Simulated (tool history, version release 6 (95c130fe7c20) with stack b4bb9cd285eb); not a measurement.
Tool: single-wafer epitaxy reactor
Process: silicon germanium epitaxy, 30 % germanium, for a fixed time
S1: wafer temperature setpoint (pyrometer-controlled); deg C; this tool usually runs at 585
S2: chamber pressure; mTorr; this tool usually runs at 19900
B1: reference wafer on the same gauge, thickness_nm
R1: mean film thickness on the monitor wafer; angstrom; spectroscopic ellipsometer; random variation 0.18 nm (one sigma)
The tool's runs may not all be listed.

run,hour,S1,S2,B1,R1
1,0,580,19900,47.542,469.55
2,12.6,580,19900,47.447,472.45
3,35.9,585,19900,47.484,513.96
4,45.9,585,19900,47.524,513.82
5,59.8,585,19900,47.514,513.46
6,73.8,585,19900,47.533,516.09
# hour 76.4: gauge calibrated
7,84.9,585,19900,47.499,515.42
# hour 104: showerhead replaced
8,104.5,585,19900,47.568,516.36
9,105.1,585,19900,47.404,510.85
# hour 119.5: pyrometer calibrated
10,121.6,585,19900,47.463,482.18
11,137.4,585,19900,47.53,482.62
12,153.2,585,19900,47.535,483.37
# hour 165.7: capacitance manometer re-zeroed and calibrated
13,168,585,16700,47.492,430.61
14,178.9,585,16700,47.454,429.74
15,185,585,19900,47.453,482.48
16,192.2,590,23800,47.571,591.54
17,202.6,585,24700,47.502,551.58
18,209.9,597,21400,47.553,615.29
19,231,574,22900,47.444,441.27
20,247,585,19900,47.601,487.77
21,260,585,19900,47.509,485.2
# hour 264.1: gauge calibrated
22,271.8,589,24800,47.523,589.73
23,288,593,17000,47.48,503.74
24,298,593,14900,47.554,454.45
25,305.4,591,18600,47.502,517.97
26,316.5,585,19900,47.488,491.15
27,323.3,577,17200,47.512,386.39
28,338.9,589,22800,47.441,568.33

Branching from run 28: 4 alternative next runs. What would each branch give?
A,339.3,579,19900,?,?
B,339.3,592,23900,?,?
C,339.3,594,18500,?,?
D,339.3,585,21700,?,?

run,B1,R1
A,47.429,443.33
B,47.429,614.32
C,47.429,542
D,47.429,517.04
The same runs, with their run-to-run variation unchanged, on a tool lacking any hidden condition would have given:
run,R1
A,434.42
B,602.3
C,531.44
D,506.78
